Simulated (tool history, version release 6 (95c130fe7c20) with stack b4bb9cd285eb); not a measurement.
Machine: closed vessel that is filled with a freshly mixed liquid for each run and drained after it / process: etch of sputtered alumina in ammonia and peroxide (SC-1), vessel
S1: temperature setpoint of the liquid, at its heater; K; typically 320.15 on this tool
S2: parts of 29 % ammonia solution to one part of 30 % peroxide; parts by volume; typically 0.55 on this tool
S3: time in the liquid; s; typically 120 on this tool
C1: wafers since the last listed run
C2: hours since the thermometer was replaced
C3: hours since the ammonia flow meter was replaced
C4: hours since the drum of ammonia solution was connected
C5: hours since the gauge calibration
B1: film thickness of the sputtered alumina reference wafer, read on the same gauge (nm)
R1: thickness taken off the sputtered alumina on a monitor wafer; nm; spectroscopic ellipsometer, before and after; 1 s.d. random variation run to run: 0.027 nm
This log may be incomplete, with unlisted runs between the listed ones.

run   hour      S1    S2   S3    C1     C2     C3     C4     C5      B1     R1
  1      0  320.15   0.3  120     0   23.6  923.9    754  350.2  40.026  4.254
      12.7  -- ammonia flow meter replaced
  2   13.2  320.15   0.3  120  1019   36.8    0.5  767.2  363.4  40.003  4.234
      15.5  -- gauge calibrated
  3   22.2  320.15   0.4  120   751   45.8    9.5  776.2    6.7  40.023   4.41
      32.6  -- new drum of ammonia solution connected
  4   33.1  320.15   0.4  120   827   56.7   20.4    0.5   17.6  39.986  4.318
  5   42.5  320.15  0.55  120   785   66.1   29.8    9.9     27  40.005  4.525
  6   53.9  320.15   0.6   90   952   77.5   41.2   21.3   38.4  39.988  3.355
  7   65.1  314.15  0.45  165   935   88.7   52.4   32.5   49.6  40.023  4.276
  8   76.5  326.65  0.55  160   952  100.1   63.8   43.9     61  40.003  8.526
  9   88.1  315.15  0.55   80   969  111.7   75.4   55.5   72.6      40   2.26
 10   97.3  320.15   0.7  120   768  120.9   84.6   64.7   81.8   40.01  4.585
 11  103.9  326.15  0.35  120   551  127.5   91.2   71.3   88.4  39.997  5.932
 12  113.6  314.65  0.55  185   810  137.2  100.9     81   98.1   40.02  5.031
 13  124.5  329.15   0.8  155   910  148.1  111.8   91.9    109  40.034  9.762
 14  142.3  325.65  0.35  165  1487  165.9  129.6  109.7  126.8  39.972  7.931
 15  151.3  320.15  0.35  120   751  174.9  138.6  118.7  135.8  39.991  4.258
 16  163.9  311.15   0.3   55  1052  187.5  151.2  131.3  148.4  40.021  1.137
 17  170.1  313.15  0.45  120   518  193.7  157.4  137.5  154.6  39.998  2.929
 18  179.8  313.15  0.45  120   810  203.4  167.1  147.2  164.3  40.003  2.926
 19  186.8  320.15   0.7   75   584  210.4  174.1  154.2  171.3  40.005  2.835
 20  202.4  320.15  0.55  120  1303    226  189.7  169.8  186.9  39.975  4.418
 21  220.2  320.15   0.3   80  1487  243.8  207.5  187.6  204.7  40.021   2.77
 22  231.1  320.15  0.55   70   910  254.7  218.4  198.5  215.6  40.005   2.57
 23  245.3  320.15   0.6   90  1186  268.9  232.6  212.7  229.8  39.989  3.318
 24  256.7  320.15   0.8   65   952  280.3    244  224.1  241.2  39.981  2.487
 25  272.3  320.15  0.55  120  1303  295.9  259.6  239.7  256.8  39.992   4.39
 26  285.7  326.65  0.85   65  1119  309.3    273  253.1  270.2  39.997  3.541
 27  300.1  320.15  0.55   80  1203  323.7  287.4  267.5  284.6  40.002  2.918
 28  316.3  316.15  0.55   95  1353  339.9  303.6  283.7  300.8  39.989  2.753

How would selected steps in R1 from run to run divide? Give the signed amount a tool lacking its hidden state would still show from settings, what came in and random variation, and the signed amount left for the hidden state, including any gauge scatter that is not in both of the compared results.
What the log doesn't record here: liquid colder than its thermometer reads (K); ammonia flow above the setpoint (%); ammonia solution weaker than its label (%); gauge reads high (%).
Run 8 -> 9: S1 326.65 -> 315.15, S3 160 -> 80. R1 -6.266 nm: hidden state +0.058, all else -6.324.
Run 12 -> 13: S1 314.65 -> 329.15, S2 0.55 -> 0.8, S3 185 -> 155. R1 +4.731 nm: hidden state -0.054, all else +4.785.
